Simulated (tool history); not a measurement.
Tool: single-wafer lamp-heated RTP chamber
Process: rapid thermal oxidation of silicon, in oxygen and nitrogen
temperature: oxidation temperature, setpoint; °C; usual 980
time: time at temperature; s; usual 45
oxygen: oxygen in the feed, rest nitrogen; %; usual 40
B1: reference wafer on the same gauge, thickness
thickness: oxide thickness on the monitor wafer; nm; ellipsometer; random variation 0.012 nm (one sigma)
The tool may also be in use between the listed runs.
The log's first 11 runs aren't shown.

run 12 hour=691.2 | temperature=980 time=45 oxygen=50 | B1=4.048 | thickness=3.995
run 13 hour=955.2 | temperature=980 time=45 oxygen=40 | B1=4.044 | thickness=3.774
run 14 hour=997.4 | temperature=980 time=45 oxygen=40 | B1=4.040 | thickness=3.767
run 15 hour=1072.4 | temperature=980 time=45 oxygen=40 | B1=4.041 | thickness=3.764
run 16 hour=1152.8 | temperature=980 time=45 oxygen=40 | B1=4.034 | thickness=3.746
run 17 hour=1239.0 | temperature=980 time=45 oxygen=40 | B1=4.032 | thickness=3.770
-- hour=1291.1 pyrometer window cleaned and pyrometer calibrated
run 18 hour=1305.4 | temperature=980 time=45 oxygen=40 | B1=4.032 | thickness=3.762
run 19 hour=1405.4 | temperature=953 time=45 oxygen=63 | B1=4.032 | thickness=3.620
run 20 hour=1446.8 | temperature=1008 time=45 oxygen=62 | B1=4.030 | thickness=5.135
run 21 hour=1536.2 | temperature=980 time=45 oxygen=40 | B1=4.026 | thickness=3.753
run 22 hour=1592.3 | temperature=980 time=34 oxygen=60 | B1=4.021 | thickness=3.786
run 23 hour=1676.7 | temperature=999 time=45 oxygen=17 | B1=4.021 | thickness=3.370
-- hour=1738.4 gauge calibrated
run 24 hour=1991.5 | temperature=980 time=39 oxygen=68 | B1=4.089 | thickness=4.202
run 25 hour=2042.7 | temperature=980 time=45 oxygen=40 | B1=4.087 | thickness=3.801
run 26 hour=2146.1 | temperature=1003 time=26 oxygen=19 | B1=4.085 | thickness=3.052
-- hour=2242.7 oxygen flow controller replaced
run 27 hour=2247.0 | temperature=980 time=45 oxygen=40 | B1=4.079 | thickness=3.815
run 28 hour=2292.2 | temperature=980 time=45 oxygen=40 | B1=4.083 | thickness=3.791
run 29 hour=2357.7 | temperature=980 time=45 oxygen=40 | B1=4.078 | thickness=3.785
run 30 hour=2455.6 | temperature=994 time=51 oxygen=25 | B1=4.073 | thickness=3.783
run 31 hour=2531.8 | temperature=1001 time=62 oxygen=52 | B1=4.073 | thickness=5.361
run 32 hour=2620.1 | temperature=980 time=24 oxygen=40 | B1=4.070 | thickness=3.132
-- hour=2646.7 pyrometer window cleaned and pyrometer calibrated
run 33 hour=2678.2 | temperature=980 time=45 oxygen=25 | B1=4.066 | thickness=3.383
run 34 hour=2785.9 | temperature=951 time=57 oxygen=17 | B1=4.065 | thickness=3.009
run 35 hour=2839.9 | temperature=953 time=45 oxygen=40 | B1=4.064 | thickness=3.279
run 36 hour=2943.1 | temperature=953 time=67 oxygen=40 | B1=4.061 | thickness=3.730

Forecast each of these 5 alternatives for the next run:
run A hour=2943.6 | temperature=980 time=55 oxygen=40 | B1=? | thickness=?
run B hour=2943.6 | temperature=980 time=51 oxygen=40 | B1=? | thickness=?
run C hour=2943.6 | temperature=980 time=27 oxygen=18 | B1=? | thickness=?
run D hour=2943.6 | temperature=959 time=60 oxygen=51 | B1=? | thickness=?
run E hour=2943.6 | temperature=980 time=53 oxygen=17 | B1=? | thickness=?

run=A B1=4.062 thickness=4.073
run=B B1=4.062 thickness=3.961
run=C B1=4.062 thickness=2.794
run=D B1=4.062 thickness=3.951
run=E B1=4.062 thickness=3.275
Without the tool's hidden state the same runs would have given:
run=A thickness=4.123
run=B thickness=4.010
run=C thickness=2.829
run=D thickness=4.000
run=E thickness=3.315
